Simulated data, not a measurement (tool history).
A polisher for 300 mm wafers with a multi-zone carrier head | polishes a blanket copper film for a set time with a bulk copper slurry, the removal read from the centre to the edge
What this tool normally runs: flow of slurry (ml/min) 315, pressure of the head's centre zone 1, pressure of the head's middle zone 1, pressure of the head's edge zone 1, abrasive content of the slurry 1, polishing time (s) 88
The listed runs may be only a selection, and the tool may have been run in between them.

run	hour	flow of slurry (ml/min)	pressure of the head's centre zone	pressure of the head's middle zone	pressure of the head's edge zone	abrasive content of the slurry	polishing time (s)	wafers since the last listed run	wafers polished on this pad	hours since the slurry nozzle was cleaned	hours since the centre zone pressure was calibrated	hours since the edge zone pressure was calibrated	hours since the carrier head's membrane was replaced	incoming thickness of the incoming film, nm	film removed at the wafer's centre (nm)	film removed at mid-radius (nm)	film removed at the wafer's edge (nm)
1	0	315	1.08	1	1	1	88	0	3886	782.4	806.5	380.5	260	3999.5	640.1	631	621.6
2	42.5	315	1	1	1	0.85	107	248	4135	824.9	849	423	302.5	4041.9	675.7	730.6	728.7
3	100.2	270	1.06	1	1	1	88	337	4473	882.6	906.7	480.7	360.2	4034.3	615.2	614.8	604.9
# hour 115.1: worn pad replaced by a new one
4	180.5	315	1	1	1	1.25	88	446	382	962.9	987	561	440.5	4022.9	635.6	681.7	673.7
# hour 181.9: slurry nozzle cleaned
# hour 287.8: edge zone pressure recalibrated
5	387.1	370	1	1	1	1	113	1191	1574	205.2	1193.6	99.3	647.1	4029.3	753.5	808.2	827
6	449.1	315	1	1	1	1	88	362	1936	267.2	1255.6	161.3	709.1	4010.3	575.4	624.5	630.6
# hour 495.9: centre zone pressure recalibrated
7	500.4	315	1.12	1.08	1.09	1	88	288	2225	318.5	4.5	212.6	760.4	4024.9	676.4	661.6	648.2
# hour 517.1: carrier head's membrane replaced by a new one
8	575.7	315	1	1	1	1	88	411	2636	393.8	79.8	287.9	58.6	3948.7	620.9	628.2	625.5
9	619.2	315	1	1	0.91	1	88	254	2891	437.3	123.3	331.4	102.1	4058.5	633.4	630.9	593.1
10	673.6	315	0.93	0.88	1	1	88	318	3209	491.7	177.7	385.8	156.5	3983.3	599.8	561.8	639.2
11	756.6	315	1	1	1	1	88	485	3695	574.7	260.7	468.8	239.5	3998.2	630.3	623.7	622.3
# hour 825.9: worn pad replaced by a new one
12	864.1	205	1.06	1	1	1.2	88	605	223	682.2	368.2	576.3	347	4062.3	638.6	624.5	637.1
# hour 962: edge zone pressure recalibrated
13	971.3	265	1	0.89	1	1	88	615	839	789.4	475.4	9.3	454.2	3972.2	599.3	557.9	615.3
14	1042.5	315	1	1	1	1	88	416	1255	860.6	546.6	80.5	525.4	3977.3	617.9	624.8	629.1
# hour 1075.2: slurry nozzle cleaned
15	1141.6	315	1	1	1	1	88	574	1829	66.4	645.7	179.6	624.5	4050.8	596.1	625.6	621.4
16	1243.7	315	1.11	1.09	1.12	1	104	597	2427	168.5	747.8	281.7	726.6	4071.1	765.8	804.2	788.4
17	1303.4	315	1	1	0.9	1	88	349	2776	228.2	807.5	341.4	786.3	4033.2	596.3	629.9	603.3
# hour 1334.6: carrier head's membrane replaced by a new one
18	1359.2	315	1	1	1	1	109	297	3073	284	863.3	397.2	24.6	4083.9	745.8	780.8	775.1
19	1448.3	315	1	1	1	1	88	521	3595	373.1	952.4	486.3	113.7	4019.5	598.7	624.1	620.5
# hour 1453: worn pad replaced by a new one
20	1532.3	315	1	1.11	1	1	64	468	463	457.1	1036.4	570.3	197.7	4073.5	431	504.3	455

Below, some changes in film removed at the wafer's centre (nm) between adjacent runs. For each, the amount present without the hidden state too (settings, incoming material, random variation) and the amount remaining for the hidden state with gauge scatter not shared by both compared results:
Hidden conditions of the tool in this case: removal rate lost through wear of the pad, %; slurry flow missing at the pad, %; deviation of the centre zone's pressure from its setpoint, %; deviation of the edge zone's pressure from its setpoint, %.
Run 4 -> 5: flow of slurry (ml/min) 315 -> 370, abrasive content of the slurry 1.25 -> 1, polishing time (s) 88 -> 113, slurry nozzle cleaned, edge zone pressure recalibrated. film removed at the wafer's centre (nm) +117.9: hidden state -19.2, all else +137.1.
Run 5 -> 6: flow of slurry (ml/min) 370 -> 315, polishing time (s) 113 -> 88. film removed at the wafer's centre (nm) -178.1: hidden state +11.7, all else -189.8.
Run 6 -> 7: pressure of the head's centre zone 1 -> 1.12, pressure of the head's middle zone 1 -> 1.08, pressure of the head's edge zone 1 -> 1.09, centre zone pressure recalibrated. film removed at the wafer's centre (nm) +101: hidden state +52.6, all else +48.4.
Run 15 -> 16: pressure of the head's centre zone 1 -> 1.11, pressure of the head's middle zone 1 -> 1.09, pressure of the head's edge zone 1 -> 1.12, polishing time (s) 88 -> 104. film removed at the wafer's centre (nm) +169.7: hidden state -11.6, all else +181.3.
